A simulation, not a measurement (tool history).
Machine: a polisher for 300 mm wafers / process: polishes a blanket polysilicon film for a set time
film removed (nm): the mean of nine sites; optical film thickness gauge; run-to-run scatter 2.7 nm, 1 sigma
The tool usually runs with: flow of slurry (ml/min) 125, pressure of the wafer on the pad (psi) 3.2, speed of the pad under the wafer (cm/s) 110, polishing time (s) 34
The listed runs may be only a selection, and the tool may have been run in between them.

run     day  flow of slurry (ml/min)  pressure of the wafer on the pad (psi)  speed of the pad under the wafer (cm/s)  polishing time (s)  incoming thickness of the incoming film, nm  film removed (nm)
  1   0.000                      125                                     3.2                                      110                  30                                       1003.7              267.2
  2   0.375                      125                                     3.2                                      110                  30                                       1003.9              262.9
  3   0.712                      125                                     3.2                                      110                  30                                        979.5              256.2
  4   1.188                      125                                     4.1                                       82                  34                                       1018.1              314.8
      1.633  -- worn pad replaced by a new one
  5   1.708                      125                                     4.1                                       82                  34                                       1002.7              346.4
  6   2.383                      125                                     3.2                                      134                  25                                        989.4              250.6
  7   3.596                      125                                     3.2                                      134                  25                                        988.9              241.0
      4.312  -- worn pad replaced by a new one
  8   4.333                      125                                     3.2                                      110                  34                                       1004.0              318.7
      4.579  -- slurry nozzle cleaned
  9   4.708                      125                                     3.2                                      110                  34                                       1001.3              309.8
 10   5.025                      125                                     3.2                                      110                  34                                        991.5              299.5
 11   5.279                      125                                     3.2                                      110                  34                                       1004.5              292.1
 12   5.896                      125                                     3.2                                      132                  26                                        999.2              254.2
 13   6.454                      125                                     3.7                                       96                  23                                       1003.7              211.1
      6.679  -- worn pad replaced by a new one
      6.958  -- head pressure recalibrated
 14   7.058                      125                                     3.2                                      110                  34                                       1001.4              309.4
 15   7.375                      125                                     3.2                                      110                  29                                        997.3              257.7
 16   8.088                      125                                     3.2                                      110                  34                                       1004.4              294.3
      9.275  -- worn pad replaced by a new one
 17  10.221                      125                                     3.2                                      134                  25                                       1019.3              249.7
 18  10.546                      155                                     3.2                                      142                  46                                       1003.6              477.1
 19  11.067                      125                                     3.2                                      110                  34                                        989.9              290.7
 20  11.567                       90                                     4.0                                       76                  25                                        985.8              205.7
     11.783  -- worn pad replaced by a new one
 21  12.225                      160                                     2.9                                      110                  34                                       1011.9              284.0
 22  12.850                      105                                     2.2                                       74                  37                                        995.2              175.4

Predict each of these 4 candidate next runs independently; none follows another, all start after run 22:
  A  12.867                      125                                     2.3                                      110                  34                                        992.1                  ?
  B  12.867                      140                                     2.4                                      138                  44                                        992.1                  ?
  C  12.867                      125                                     3.7                                       78                  34                                        992.1                  ?
  D  12.867                      125                                     2.6                                      110                  34                                        992.1                  ?

run  film removed (nm)
  A              214.1
  B              339.1
  C              284.3
  D              242.0
Take away the tool's hidden state, keep each run's random variation, and the runs would have read:
run  film removed (nm)
  A              229.6
  B              363.6
  C              304.9
  D              259.6
